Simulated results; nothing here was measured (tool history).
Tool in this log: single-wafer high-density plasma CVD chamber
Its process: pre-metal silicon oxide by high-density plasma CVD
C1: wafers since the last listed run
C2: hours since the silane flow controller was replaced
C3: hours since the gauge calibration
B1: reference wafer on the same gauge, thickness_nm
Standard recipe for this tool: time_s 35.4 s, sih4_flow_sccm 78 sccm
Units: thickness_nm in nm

run 1 hour=0.0 | time_s=35.4 sih4_flow_sccm=72 | C1=0 C2=3910.8 C3=1.7 | B1=289.458 | thickness_nm=255.791
run 2 hour=7.4 | time_s=35.4 sih4_flow_sccm=78 | C1=253 C2=3918.2 C3=9.1 | B1=289.234 | thickness_nm=277.694
run 3 hour=22.6 | time_s=35.4 sih4_flow_sccm=78 | C1=520 C2=3933.4 C3=24.3 | B1=289.261 | thickness_nm=277.677
run 4 hour=33.8 | time_s=35.4 sih4_flow_sccm=78 | C1=383 C2=3944.6 C3=35.5 | B1=289.500 | thickness_nm=277.172
run 5 hour=44.6 | time_s=39.1 sih4_flow_sccm=70 | C1=370 C2=3955.4 C3=46.3 | B1=289.393 | thickness_nm=275.475
run 6 hour=94.3 | time_s=39.1 sih4_flow_sccm=70 | C1=1703 C2=4005.1 C3=96.0 | B1=289.777 | thickness_nm=275.296
run 7 hour=109.4 | time_s=35.4 sih4_flow_sccm=78 | C1=517 C2=4020.2 C3=111.1 | B1=290.082 | thickness_nm=277.956
run 8 hour=119.9 | time_s=35.4 sih4_flow_sccm=78 | C1=359 C2=4030.7 C3=121.6 | B1=290.023 | thickness_nm=278.032
run 9 hour=129.0 | time_s=35.4 sih4_flow_sccm=78 | C1=311 C2=4039.8 C3=130.7 | B1=290.035 | thickness_nm=277.938
run 10 hour=140.0 | time_s=35.4 sih4_flow_sccm=73 | C1=376 C2=4050.8 C3=141.7 | B1=290.204 | thickness_nm=259.761
run 11 hour=148.2 | time_s=40.3 sih4_flow_sccm=72 | C1=281 C2=4059.0 C3=149.9 | B1=290.469 | thickness_nm=292.359
run 12 hour=158.5 | time_s=35.4 sih4_flow_sccm=78 | C1=352 C2=4069.3 C3=160.2 | B1=290.570 | thickness_nm=278.624
run 13 hour=166.2 | time_s=33.1 sih4_flow_sccm=67 | C1=263 C2=4077.0 C3=167.9 | B1=290.713 | thickness_nm=223.609
run 14 hour=175.1 | time_s=35.4 sih4_flow_sccm=85 | C1=304 C2=4085.9 C3=176.8 | B1=290.785 | thickness_nm=304.522
run 15 hour=189.5 | time_s=37.7 sih4_flow_sccm=93 | C1=493 C2=4100.3 C3=191.2 | B1=291.034 | thickness_nm=355.210
-- hour=207.8 silane flow controller replaced
run 16 hour=212.9 | time_s=35.4 sih4_flow_sccm=78 | C1=527 C2=5.1 C3=214.6 | B1=291.638 | thickness_nm=278.684
run 17 hour=221.9 | time_s=40.8 sih4_flow_sccm=63 | C1=308 C2=14.1 C3=223.6 | B1=291.752 | thickness_nm=260.340
-- hour=222.4 gauge calibrated
run 18 hour=229.8 | time_s=28.8 sih4_flow_sccm=83 | C1=270 C2=22.0 C3=7.4 | B1=288.850 | thickness_nm=238.991
run 19 hour=245.0 | time_s=31.1 sih4_flow_sccm=89 | C1=520 C2=37.2 C3=22.6 | B1=288.706 | thickness_nm=276.986
run 20 hour=282.7 | time_s=35.4 sih4_flow_sccm=78 | C1=1291 C2=74.9 C3=60.3 | B1=289.017 | thickness_nm=276.649

5 ways to go on from here, each from the tool as it stands after run 20. What would each give?
run A hour=283.1 | time_s=35.4 sih4_flow_sccm=78 | C1=13 C2=75.3 C3=60.7 | B1=? | thickness_nm=?
run B hour=283.1 | time_s=39.5 sih4_flow_sccm=85 | C1=13 C2=75.3 C3=60.7 | B1=? | thickness_nm=?
run C hour=283.1 | time_s=40.6 sih4_flow_sccm=78 | C1=13 C2=75.3 C3=60.7 | B1=? | thickness_nm=?
run D hour=283.1 | time_s=35.4 sih4_flow_sccm=69 | C1=13 C2=75.3 C3=60.7 | B1=? | thickness_nm=?
run E hour=283.1 | time_s=30.2 sih4_flow_sccm=65 | C1=13 C2=75.3 C3=60.7 | B1=? | thickness_nm=?

run=A B1=288.984 thickness_nm=276.935
run=B B1=288.984 thickness_nm=336.740
run=C B1=288.984 thickness_nm=317.614
run=D B1=288.984 thickness_nm=244.981
run=E B1=288.984 thickness_nm=196.879
What these runs would have given with no unlogged condition in the tool:
run=A thickness_nm=277.007
run=B thickness_nm=336.829
run=C thickness_nm=317.698
run=D thickness_nm=245.045
run=E thickness_nm=196.931
